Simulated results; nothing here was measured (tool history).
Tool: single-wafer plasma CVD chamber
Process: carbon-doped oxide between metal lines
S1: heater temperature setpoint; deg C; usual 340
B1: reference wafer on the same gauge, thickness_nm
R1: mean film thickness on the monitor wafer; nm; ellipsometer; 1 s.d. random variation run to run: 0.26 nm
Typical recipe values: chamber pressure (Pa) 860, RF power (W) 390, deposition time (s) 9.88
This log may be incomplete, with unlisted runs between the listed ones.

Run 1, day 0: usual settings but deposition time (s) 11.2; B1 54.284. Result: R1 51.164 nm.
Run 2, day 1.508: usual settings; B1 54.351. Result: R1 45.368 nm.
Run 3, day 4.075: usual settings; B1 54.341. Result: R1 45.206 nm.
Run 4, day 8.396: usual settings but chamber pressure (Pa) 965; B1 54.043. Result: R1 45.748 nm.
Run 5, day 11.254: usual settings but chamber pressure (Pa) 776; B1 53.778. Result: R1 44.252 nm.
Run 6, day 13.112: usual settings but RF power (W) 450; B1 53.754. Result: R1 48.308 nm.
Run 7, day 16.208: usual settings but RF power (W) 450; B1 53.669. Result: R1 48.112 nm.
Run 8, day 18.112: usual settings but S1 334 deg C; B1 53.489. Result: R1 44.908 nm.
Run 9, day 20.55: usual settings but S1 334 deg C; B1 53.279. Result: R1 45.469 nm.
Run 10, day 24.204: usual settings; B1 53.088. Result: R1 43.976 nm.
At day 28.75: capacitance manometer re-zeroed and calibrated.
Run 11, day 28.771: usual settings but S1 332 deg C; B1 52.779. Result: R1 45.099 nm.
Run 12, day 30.579: usual settings but S1 332 deg C; B1 52.769. Result: R1 45.329 nm.
At day 31.554: thermocouple changed; heater temperature recalibrated.
Run 13, day 34.833: usual settings; B1 52.571. Result: R1 43.504 nm.
At day 36.142: RF generator calibrated.
Run 14, day 39.104: usual settings but S1 330 deg C, chamber pressure (Pa) 933; B1 52.395. Result: R1 45.36 nm.
At day 41.112: gauge calibrated.
Run 15, day 43.071: usual settings but RF power (W) 450; B1 55.235. Result: R1 49.662 nm.
At day 44.946: showerhead replaced.
Run 16, day 45.775: usual settings but S1 334 deg C, deposition time (s) 11.06; B1 55.053. Result: R1 52.064 nm.
Run 17, day 48.538: usual settings but S1 344 deg C, RF power (W) 315; B1 55.017. Result: R1 40.266 nm.
Run 18, day 51.458: usual settings but S1 349 deg C; B1 54.712. Result: R1 44.291 nm.
Run 19, day 53.112: usual settings; B1 54.724. Result: R1 45.786 nm.
Run 20, day 55.183: usual settings but deposition time (s) 11.2; B1 54.544. Result: R1 51.546 nm.
Run 21, day 58.712: usual settings but chamber pressure (Pa) 655, deposition time (s) 10.41; B1 54.433. Result: R1 46.724 nm.
Run 22, day 61.842: usual settings but chamber pressure (Pa) 799; B1 54.296. Result: R1 44.879 nm.
Run 23, day 66.212: usual settings but deposition time (s) 10.92; B1 54.02. Result: R1 49.735 nm.
Run 24, day 70.267: usual settings but S1 346 deg C, chamber pressure (Pa) 980; B1 53.768. Result: R1 44.798 nm.
At day 71.112: capacitance manometer re-zeroed and calibrated.
Run 25, day 74.5: usual settings; B1 53.551. Result: R1 45.021 nm.

Below, some changes in R1 between adjacent runs. For each, the amount present without the hidden state too (settings, incoming material, random variation) and the amount remaining for the hidden state with gauge scatter not shared by both compared results:
Hidden state present: wafer temperature above the value expected at the setpoint (K); delivered RF power above the setpoint (%); true pressure above the setpoint (%); gauge reads high (%).
Run 1 -> 2: deposition time (s) 11.2 -> 9.88. R1 -5.796 nm: hidden state +0.027, all else -5.823.
Run 14 -> 15: S1 330 -> 340, chamber pressure (Pa) 933 -> 860, RF power (W) 390 -> 450, gauge calibrated. R1 +4.302 nm: hidden state +2.514, all else +1.788.
Run 16 -> 17: S1 334 -> 344, RF power (W) 390 -> 315, deposition time (s) 11.06 -> 9.88. R1 -11.798 nm: hidden state -0.063, all else -11.735.
Run 22 -> 23: chamber pressure (Pa) 799 -> 860, deposition time (s) 9.88 -> 10.92. R1 +4.856 nm: hidden state -0.313, all else +5.169.
